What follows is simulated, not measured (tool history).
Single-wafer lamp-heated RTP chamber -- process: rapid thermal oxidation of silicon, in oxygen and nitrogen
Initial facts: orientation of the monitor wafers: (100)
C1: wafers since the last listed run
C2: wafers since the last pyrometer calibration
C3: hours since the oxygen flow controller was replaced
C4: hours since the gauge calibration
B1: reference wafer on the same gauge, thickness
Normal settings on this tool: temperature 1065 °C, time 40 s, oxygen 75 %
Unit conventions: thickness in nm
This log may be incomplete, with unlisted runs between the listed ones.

Run 1, day 0: usual settings but time 55 s; C1 0; C2 4810; C3 4064; C4 114.7; B1 8.293. Result: thickness 9.054 nm.
Run 2, day 0.829: usual settings but time 55 s; C1 106; C2 4916; C3 4083.9; C4 134.6; B1 8.275. Result: thickness 9.111 nm.
Run 3, day 2.262: usual settings but time 55 s; C1 183; C2 5100; C3 4118.3; C4 169; B1 8.295. Result: thickness 9.09 nm.
Run 4, day 2.871: usual settings; C1 78; C2 5178; C3 4132.9; C4 183.6; B1 8.284. Result: thickness 7.853 nm.
Run 5, day 4.117: usual settings but time 33 s; C1 159; C2 5338; C3 4162.8; C4 213.5; B1 8.285. Result: thickness 7.251 nm.
Run 6, day 4.621: usual settings; C1 64; C2 5403; C3 4174.9; C4 225.6; B1 8.286. Result: thickness 7.962 nm.
Run 7, day 5.833: usual settings; C1 155; C2 5558; C3 4204; C4 254.7; B1 8.29. Result: thickness 7.93 nm.
Run 8, day 6.7: usual settings; C1 111; C2 5669; C3 4224.8; C4 275.5; B1 8.271. Result: thickness 7.937 nm.
Run 9, day 7.692: usual settings; C1 127; C2 5797; C3 4248.6; C4 299.3; B1 8.299. Result: thickness 7.882 nm.
Run 10, day 8.371: usual settings; C1 87; C2 5884; C3 4264.9; C4 315.6; B1 8.285. Result: thickness 7.888 nm.
Run 11, day 9.088: usual settings but temperature 1057 °C; C1 91; C2 5976; C3 4282.1; C4 332.8; B1 8.286. Result: thickness 7.561 nm.
Run 12, day 10.45: usual settings but temperature 1057 °C; C1 174; C2 6151; C3 4314.8; C4 365.5; B1 8.281. Result: thickness 7.627 nm.
Run 13, day 11.167: usual settings but temperature 1057 °C; C1 91; C2 6243; C3 4332; C4 382.7; B1 8.313. Result: thickness 7.512 nm.
Run 14, day 12.075: usual settings; C1 116; C2 6359; C3 4353.8; C4 404.5; B1 8.285. Result: thickness 8.004 nm.
Run 15, day 12.796: usual settings; C1 92; C2 6452; C3 4371.1; C4 421.8; B1 8.286. Result: thickness 7.917 nm.
Run 16, day 14.179: usual settings; C1 177; C2 6629; C3 4404.3; C4 455; B1 8.28. Result: thickness 7.967 nm.
Run 17, day 15.258: usual settings; C1 138; C2 6768; C3 4430.2; C4 480.9; B1 8.295. Result: thickness 8.023 nm.
Run 18, day 15.838: usual settings; C1 74; C2 6842; C3 4444.1; C4 494.8; B1 8.284. Result: thickness 8.04 nm.
Run 19, day 16.917: usual settings; C1 138; C2 6980; C3 4470; C4 520.7; B1 8.285. Result: thickness 7.987 nm.
Run 20, day 18.133: usual settings but temperature 1081 °C, time 49 s, oxygen 90 %; C1 156; C2 7137; C3 4499.2; C4 549.9; B1 8.284. Result: thickness 10.304 nm.
At day 19.075: oxygen flow controller replaced.
Run 21, day 19.417: usual settings but temperature 1056 °C; C1 121; C2 7258; C3 8.2; C4 580.7; B1 8.283. Result: thickness 7.579 nm.
Run 22, day 20.792: usual settings but time 59 s, oxygen 63 %; C1 176; C2 7435; C3 41.2; C4 613.7; B1 8.298. Result: thickness 8.961 nm.
Run 23, day 21.467: usual settings but temperature 1079 °C; C1 86; C2 7522; C3 57.4; C4 629.9; B1 8.297. Result: thickness 8.739 nm.
At day 21.996: pyrometer window cleaned and pyrometer calibrated.
Run 24, day 22.362: usual settings but temperature 1087 °C, time 24 s, oxygen 50 %; C1 72; C2 47; C3 78.9; C4 651.4; B1 8.288. Result: thickness 6.187 nm.
Run 25, day 23.221: usual settings but time 55 s; C1 110; C2 157; C3 99.5; C4 672; B1 8.298. Result: thickness 8.785 nm.
Run 26, day 24.362: usual settings but temperature 1043 °C, time 48 s, oxygen 98 %; C1 146; C2 303; C3 126.9; C4 699.4; B1 8.294. Result: thickness 7.948 nm.
At day 24.988: gauge calibrated.
Run 27, day 25.3: usual settings; C1 120; C2 424; C3 149.4; C4 7.5; B1 8.302. Result: thickness 7.68 nm.
Run 28, day 25.95: usual settings but time 49 s, oxygen 96 %; C1 83; C2 507; C3 165; C4 23.1; B1 8.303. Result: thickness 9.176 nm.
Run 29, day 27.054: usual settings but temperature 1037 °C; C1 141; C2 649; C3 191.5; C4 49.6; B1 8.302. Result: thickness 6.368 nm.
Run 30, day 28.162: usual settings; C1 142; C2 791; C3 218.1; C4 76.2; B1 8.287. Result: thickness 7.713 nm.
Run 31, day 28.888: usual settings but temperature 1037 °C, time 51 s, oxygen 98 %; C1 93; C2 884; C3 235.5; C4 93.6; B1 8.284. Result: thickness 7.77 nm.
Run 32, day 29.396: usual settings but temperature 1093 °C, time 32 s, oxygen 51 %; C1 65; C2 949; C3 247.7; C4 105.8; B1 8.295. Result: thickness 7.346 nm.
Run 33, day 30.642: usual settings; C1 159; C2 1109; C3 277.6; C4 135.7; B1 8.297. Result: thickness 7.714 nm.
Run 34, day 32.212: usual settings but oxygen 59 %; C1 201; C2 1311; C3 315.3; C4 173.4; B1 8.292. Result: thickness 7.105 nm.
Run 35, day 32.871: usual settings but temperature 1052 °C, oxygen 92 %; C1 84; C2 1395; C3 331.1; C4 189.2; B1 8.289. Result: thickness 7.664 nm.
Run 36, day 33.683: usual settings but temperature 1041 °C, time 35 s, oxygen 66 %; C1 104; C2 1499; C3 350.6; C4 208.7; B1 8.288. Result: thickness 5.953 nm.
Run 37, day 34.654: usual settings but temperature 1077 °C, time 24 s; C1 124; C2 1624; C3 373.9; C4 232; B1 8.282. Result: thickness 6.752 nm.
Run 38, day 35.188: usual settings but temperature 1081 °C; C1 68; C2 1692; C3 386.7; C4 244.8; B1 8.279. Result: thickness 8.574 nm.

Exercise: give the hidden state of the tool at every run:
deviation of the oxygen flow from its setpoint, %: 0 at every run
gauge reads high (%): 0 at every run
H1: true wafer temperature minus pyrometer reading, K
run     H1
  1   4.64
  2   4.73
  3   4.88
  4   4.95
  5   5.08
  6   5.13
  7   5.26
  8   5.35
  9   5.45
 10   5.53
 11    5.6
 12   5.74
 13   5.82
 14   5.92
 15   5.99
 16   6.14
 17   6.25
 18   6.31
 19   6.43
 20   6.55
 21   6.69
 22   6.83
 23    6.9
 24  0.581
 25  0.672
 26  0.792
 27  0.891
 28  0.959
 29   1.08
 30   1.19
 31   1.27
 32   1.32
 33   1.45
 34   1.62
 35   1.69
 36   1.77
 37   1.88
 38   1.93
